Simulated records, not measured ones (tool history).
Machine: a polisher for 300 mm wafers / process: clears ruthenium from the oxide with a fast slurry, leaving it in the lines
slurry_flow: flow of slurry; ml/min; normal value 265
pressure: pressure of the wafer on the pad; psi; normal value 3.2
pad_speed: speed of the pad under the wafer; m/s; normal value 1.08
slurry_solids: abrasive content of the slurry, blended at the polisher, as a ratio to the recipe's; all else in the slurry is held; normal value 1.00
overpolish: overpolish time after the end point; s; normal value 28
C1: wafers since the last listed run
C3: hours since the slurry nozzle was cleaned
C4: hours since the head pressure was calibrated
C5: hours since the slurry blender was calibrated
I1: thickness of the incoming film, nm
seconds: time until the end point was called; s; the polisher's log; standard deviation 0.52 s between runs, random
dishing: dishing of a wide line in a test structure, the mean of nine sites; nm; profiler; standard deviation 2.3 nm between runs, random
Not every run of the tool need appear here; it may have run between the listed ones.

{"run": 1, "hour": 0.0, "slurry_flow": 265, "pressure": 3.2, "pad_speed": 1.16, "slurry_solids": 1.0, "overpolish": 28, "C1": 0, "wafers polished on this pad": 404, "C3": 691.0, "C4": 1012.8, "C5": 394.4, "I1": 157.8, "seconds": 30.9, "dishing": 94.3}
{"hour": 52.8, "done": "head pressure recalibrated"}
{"hour": 60.1, "done": "slurry nozzle cleaned"}
{"run": 2, "hour": 80.9, "slurry_flow": 265, "pressure": 3.2, "pad_speed": 1.16, "slurry_solids": 1.0, "overpolish": 28, "C1": 681, "wafers polished on this pad": 1085, "C3": 20.8, "C4": 28.1, "C5": 475.3, "I1": 160.5, "seconds": 33.2, "dishing": 96.3}
{"hour": 92.9, "done": "slurry blender recalibrated"}
{"run": 3, "hour": 116.7, "slurry_flow": 265, "pressure": 3.2, "pad_speed": 1.08, "slurry_solids": 1.0, "overpolish": 28, "C1": 295, "wafers polished on this pad": 1381, "C3": 56.6, "C4": 63.9, "C5": 23.8, "I1": 158.6, "seconds": 33.8, "dishing": 91.0}
{"run": 4, "hour": 131.8, "slurry_flow": 265, "pressure": 3.2, "pad_speed": 1.08, "slurry_solids": 1.0, "overpolish": 28, "C1": 132, "wafers polished on this pad": 1513, "C3": 71.7, "C4": 79.0, "C5": 38.9, "I1": 158.8, "seconds": 32.5, "dishing": 94.6}
{"run": 5, "hour": 159.2, "slurry_flow": 265, "pressure": 3.2, "pad_speed": 1.38, "slurry_solids": 1.0, "overpolish": 16, "C1": 239, "wafers polished on this pad": 1753, "C3": 99.1, "C4": 106.4, "C5": 66.3, "I1": 160.1, "seconds": 25.6, "dishing": 72.3}
{"run": 6, "hour": 173.0, "slurry_flow": 265, "pressure": 3.2, "pad_speed": 1.08, "slurry_solids": 1.0, "overpolish": 42, "C1": 120, "wafers polished on this pad": 1874, "C3": 112.9, "C4": 120.2, "C5": 80.1, "I1": 159.9, "seconds": 33.3, "dishing": 128.5}
{"run": 7, "hour": 197.6, "slurry_flow": 265, "pressure": 2.5, "pad_speed": 1.08, "slurry_solids": 0.85, "overpolish": 28, "C1": 215, "wafers polished on this pad": 2089, "C3": 137.5, "C4": 144.8, "C5": 104.7, "I1": 160.7, "seconds": 45.3, "dishing": 76.0}
{"hour": 204.0, "done": "worn pad replaced by a new one"}
{"run": 8, "hour": 211.4, "slurry_flow": 310, "pressure": 3.2, "pad_speed": 1.08, "slurry_solids": 0.8, "overpolish": 28, "C1": 85, "wafers polished on this pad": 65, "C3": 151.3, "C4": 158.6, "C5": 118.5, "I1": 160.2, "seconds": 35.0, "dishing": 87.7}
{"run": 9, "hour": 243.6, "slurry_flow": 265, "pressure": 3.2, "pad_speed": 1.08, "slurry_solids": 1.0, "overpolish": 18, "C1": 281, "wafers polished on this pad": 346, "C3": 183.5, "C4": 190.8, "C5": 150.7, "I1": 162.3, "seconds": 32.9, "dishing": 66.3}
{"run": 10, "hour": 272.1, "slurry_flow": 325, "pressure": 3.2, "pad_speed": 1.08, "slurry_solids": 1.0, "overpolish": 28, "C1": 249, "wafers polished on this pad": 596, "C3": 212.0, "C4": 219.3, "C5": 179.2, "I1": 161.5, "seconds": 32.5, "dishing": 95.8}
{"run": 11, "hour": 285.7, "slurry_flow": 265, "pressure": 3.6, "pad_speed": 1.08, "slurry_solids": 1.0, "overpolish": 28, "C1": 119, "wafers polished on this pad": 715, "C3": 225.6, "C4": 232.9, "C5": 192.8, "I1": 161.5, "seconds": 29.8, "dishing": 103.6}
{"run": 12, "hour": 299.0, "slurry_flow": 320, "pressure": 3.2, "pad_speed": 1.08, "slurry_solids": 1.15, "overpolish": 14, "C1": 116, "wafers polished on this pad": 831, "C3": 238.9, "C4": 246.2, "C5": 206.1, "I1": 157.7, "seconds": 31.7, "dishing": 57.9}
{"run": 13, "hour": 313.5, "slurry_flow": 265, "pressure": 3.2, "pad_speed": 1.08, "slurry_solids": 1.0, "overpolish": 28, "C1": 126, "wafers polished on this pad": 958, "C3": 253.4, "C4": 260.7, "C5": 220.6, "I1": 159.7, "seconds": 33.4, "dishing": 93.4}
{"run": 14, "hour": 346.8, "slurry_flow": 265, "pressure": 2.2, "pad_speed": 1.08, "slurry_solids": 1.0, "overpolish": 28, "C1": 291, "wafers polished on this pad": 1250, "C3": 286.7, "C4": 294.0, "C5": 253.9, "I1": 158.3, "seconds": 47.4, "dishing": 69.9}
{"run": 15, "hour": 370.9, "slurry_flow": 300, "pressure": 2.4, "pad_speed": 1.34, "slurry_solids": 0.8, "overpolish": 28, "C1": 210, "wafers polished on this pad": 1461, "C3": 310.8, "C4": 318.1, "C5": 278.0, "I1": 159.2, "seconds": 39.5, "dishing": 81.9}
{"run": 16, "hour": 385.1, "slurry_flow": 200, "pressure": 3.2, "pad_speed": 1.38, "slurry_solids": 1.0, "overpolish": 28, "C1": 124, "wafers polished on this pad": 1585, "C3": 325.0, "C4": 332.3, "C5": 292.2, "I1": 160.5, "seconds": 27.6, "dishing": 111.9}
{"run": 17, "hour": 417.4, "slurry_flow": 180, "pressure": 2.6, "pad_speed": 1.08, "slurry_solids": 1.0, "overpolish": 28, "C1": 282, "wafers polished on this pad": 1868, "C3": 357.3, "C4": 364.6, "C5": 324.5, "I1": 158.9, "seconds": 44.1, "dishing": 73.0}
{"hour": 434.0, "done": "worn pad replaced by a new one"}
{"run": 18, "hour": 434.5, "slurry_flow": 320, "pressure": 2.3, "pad_speed": 1.08, "slurry_solids": 1.0, "overpolish": 28, "C1": 114, "wafers polished on this pad": 4, "C3": 374.4, "C4": 381.7, "C5": 341.6, "I1": 162.6, "seconds": 46.9, "dishing": 73.6}
{"run": 19, "hour": 444.6, "slurry_flow": 265, "pressure": 2.9, "pad_speed": 1.08, "slurry_solids": 1.3, "overpolish": 28, "C1": 88, "wafers polished on this pad": 93, "C3": 384.5, "C4": 391.8, "C5": 351.7, "I1": 159.0, "seconds": 34.7, "dishing": 95.6}
{"run": 20, "hour": 472.8, "slurry_flow": 265, "pressure": 3.2, "pad_speed": 0.78, "slurry_solids": 1.15, "overpolish": 28, "C1": 246, "wafers polished on this pad": 339, "C3": 412.7, "C4": 420.0, "C5": 379.9, "I1": 160.6, "seconds": 43.7, "dishing": 77.2}
{"run": 21, "hour": 499.7, "slurry_flow": 265, "pressure": 3.2, "pad_speed": 1.08, "slurry_solids": 1.0, "overpolish": 28, "C1": 235, "wafers polished on this pad": 575, "C3": 439.6, "C4": 446.9, "C5": 406.8, "I1": 161.0, "seconds": 34.8, "dishing": 92.6}
{"hour": 558.5, "done": "slurry blender recalibrated"}
{"run": 22, "hour": 572.5, "slurry_flow": 265, "pressure": 3.6, "pad_speed": 1.08, "slurry_solids": 1.1, "overpolish": 28, "C1": 619, "wafers polished on this pad": 1195, "C3": 512.4, "C4": 519.7, "C5": 14.0, "I1": 161.3, "seconds": 28.1, "dishing": 106.8}
{"run": 23, "hour": 598.9, "slurry_flow": 265, "pressure": 2.5, "pad_speed": 1.08, "slurry_solids": 0.8, "overpolish": 34, "C1": 231, "wafers polished on this pad": 1426, "C3": 538.8, "C4": 546.1, "C5": 40.4, "I1": 156.7, "seconds": 43.9, "dishing": 86.5}
{"run": 24, "hour": 621.9, "slurry_flow": 265, "pressure": 3.2, "pad_speed": 1.08, "slurry_solids": 1.0, "overpolish": 28, "C1": 201, "wafers polished on this pad": 1627, "C3": 561.8, "C4": 569.1, "C5": 63.4, "I1": 161.8, "seconds": 32.9, "dishing": 92.8}
{"run": 25, "hour": 657.8, "slurry_flow": 265, "pressure": 3.2, "pad_speed": 1.08, "slurry_solids": 0.75, "overpolish": 37, "C1": 314, "wafers polished on this pad": 1941, "C3": 597.7, "C4": 605.0, "C5": 99.3, "I1": 159.9, "seconds": 37.0, "dishing": 102.7}
{"run": 26, "hour": 674.0, "slurry_flow": 265, "pressure": 4.0, "pad_speed": 1.08, "slurry_solids": 1.0, "overpolish": 28, "C1": 141, "wafers polished on this pad": 2083, "C3": 613.9, "C4": 621.2, "C5": 115.5, "I1": 159.6, "seconds": 26.2, "dishing": 110.0}
{"hour": 694.8, "done": "worn pad replaced by a new one"}
{"run": 27, "hour": 695.3, "slurry_flow": 215, "pressure": 2.7, "pad_speed": 1.3, "slurry_solids": 0.85, "overpolish": 28, "C1": 151, "wafers polished on this pad": 4, "C3": 635.2, "C4": 642.5, "C5": 136.8, "I1": 159.8, "seconds": 34.7, "dishing": 90.0}

Forecast each of these 5 alternatives for the next run:
{"run": "A", "hour": 695.7, "slurry_flow": 265, "pressure": 3.2, "pad_speed": 1.08, "slurry_solids": 1.0, "overpolish": 28, "C1": 3, "wafers polished on this pad": 8, "C3": 635.6, "C4": 642.9, "C5": 137.2, "I1": 159.9, "seconds": "?", "dishing": "?"}
{"run": "B", "hour": 695.7, "slurry_flow": 265, "pressure": 4.1, "pad_speed": 0.8, "slurry_solids": 1.1, "overpolish": 28, "C1": 3, "wafers polished on this pad": 8, "C3": 635.6, "C4": 642.9, "C5": 137.2, "I1": 159.9, "seconds": "?", "dishing": "?"}
{"run": "C", "hour": 695.7, "slurry_flow": 265, "pressure": 2.2, "pad_speed": 1.08, "slurry_solids": 0.85, "overpolish": 28, "C1": 3, "wafers polished on this pad": 8, "C3": 635.6, "C4": 642.9, "C5": 137.2, "I1": 159.9, "seconds": "?", "dishing": "?"}
{"run": "D", "hour": 695.7, "slurry_flow": 320, "pressure": 3.2, "pad_speed": 1.08, "slurry_solids": 1.0, "overpolish": 28, "C1": 3, "wafers polished on this pad": 8, "C3": 635.6, "C4": 642.9, "C5": 137.2, "I1": 159.9, "seconds": "?", "dishing": "?"}
{"run": "E", "hour": 695.7, "slurry_flow": 265, "pressure": 2.1, "pad_speed": 0.92, "slurry_solids": 1.0, "overpolish": 28, "C1": 3, "wafers polished on this pad": 8, "C3": 635.6, "C4": 642.9, "C5": 137.2, "I1": 159.9, "seconds": "?", "dishing": "?"}

run=A seconds=32.7 dishing=95.4
run=B seconds=32.9 dishing=95.1
run=C seconds=50.6 dishing=67.2
run=D seconds=32.1 dishing=96.8
run=E seconds=58.2 dishing=59.6
Take away the tool's hidden state, keep each run's random variation, and the runs would have read:
run=A seconds=32.3 dishing=96.5
run=B seconds=32.4 dishing=96.1
run=C seconds=49.8 dishing=68.1
run=D seconds=31.7 dishing=97.9
run=E seconds=57.3 dishing=60.4
